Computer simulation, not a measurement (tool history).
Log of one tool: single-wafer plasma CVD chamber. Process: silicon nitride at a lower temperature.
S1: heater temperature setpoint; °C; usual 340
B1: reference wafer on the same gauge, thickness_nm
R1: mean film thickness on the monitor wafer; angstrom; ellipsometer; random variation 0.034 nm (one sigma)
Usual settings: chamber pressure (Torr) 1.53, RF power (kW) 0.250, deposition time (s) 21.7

run 1 hour=0.0 | S1=340 chamber_pressure_(Torr)=1.53 RF_power_(kW)=0.250 deposition_time_(s)=21.7 | B1=23.607 | R1=219.99
run 2 hour=24.3 | S1=340 chamber_pressure_(Torr)=1.53 RF_power_(kW)=0.250 deposition_time_(s)=21.7 | B1=23.604 | R1=218.96
run 3 hour=52.2 | S1=340 chamber_pressure_(Torr)=1.53 RF_power_(kW)=0.250 deposition_time_(s)=21.7 | B1=23.598 | R1=218.55
run 4 hour=68.4 | S1=340 chamber_pressure_(Torr)=1.53 RF_power_(kW)=0.250 deposition_time_(s)=21.7 | B1=23.591 | R1=218.95
run 5 hour=82.9 | S1=340 chamber_pressure_(Torr)=1.53 RF_power_(kW)=0.250 deposition_time_(s)=21.7 | B1=23.600 | R1=218.88
-- hour=116.3 thermocouple changed; heater temperature recalibrated
run 6 hour=116.8 | S1=340 chamber_pressure_(Torr)=1.53 RF_power_(kW)=0.250 deposition_time_(s)=21.7 | B1=23.591 | R1=218.68
run 7 hour=129.2 | S1=340 chamber_pressure_(Torr)=1.53 RF_power_(kW)=0.250 deposition_time_(s)=21.7 | B1=23.594 | R1=218.21
-- hour=162.5 capacitance manometer re-zeroed and calibrated
run 8 hour=163.0 | S1=340 chamber_pressure_(Torr)=1.53 RF_power_(kW)=0.250 deposition_time_(s)=21.7 | B1=23.598 | R1=218.06
-- hour=166.4 gauge calibrated
-- hour=180.3 RF generator calibrated
-- hour=181.2 showerhead replaced
run 9 hour=181.7 | S1=348 chamber_pressure_(Torr)=1.53 RF_power_(kW)=0.220 deposition_time_(s)=21.7 | B1=23.592 | R1=214.86
run 10 hour=200.1 | S1=326 chamber_pressure_(Torr)=1.65 RF_power_(kW)=0.250 deposition_time_(s)=20.4 | B1=23.610 | R1=221.13
run 11 hour=227.8 | S1=340 chamber_pressure_(Torr)=1.53 RF_power_(kW)=0.270 deposition_time_(s)=19.6 | B1=23.597 | R1=212.95
run 12 hour=251.1 | S1=340 chamber_pressure_(Torr)=1.53 RF_power_(kW)=0.250 deposition_time_(s)=21.7 | B1=23.593 | R1=228.02
run 13 hour=281.0 | S1=352 chamber_pressure_(Torr)=1.53 RF_power_(kW)=0.235 deposition_time_(s)=25.1 | B1=23.602 | R1=255.34
run 14 hour=297.9 | S1=340 chamber_pressure_(Torr)=1.53 RF_power_(kW)=0.235 deposition_time_(s)=21.7 | B1=23.606 | R1=221.76
run 15 hour=326.2 | S1=340 chamber_pressure_(Torr)=1.53 RF_power_(kW)=0.250 deposition_time_(s)=21.7 | B1=23.594 | R1=228.24
run 16 hour=358.1 | S1=335 chamber_pressure_(Torr)=1.17 RF_power_(kW)=0.280 deposition_time_(s)=25.2 | B1=23.608 | R1=251.93

Some steps in R1 between neighbouring runs. How much of each would the tool show without its hidden state too (settings, what came in, random variation), and how much is left for the hidden state, with any gauge scatter that isn't in both results?
The hidden state here: wafer temperature above the value expected at the setpoint (K); delivered RF power above the setpoint (%); true pressure above the setpoint (%); gauge reads high (%).
Run 8 -> 9: S1 340 -> 348, RF power (kW) 0.250 -> 0.220, gauge calibrated, RF generator calibrated, showerhead replaced. R1 -3.20 angstrom: hidden state +10.02, all else -13.22.
Run 13 -> 14: S1 352 -> 340, deposition time (s) 25.1 -> 21.7. R1 -33.58 angstrom: hidden state +0.04, all else -33.62.
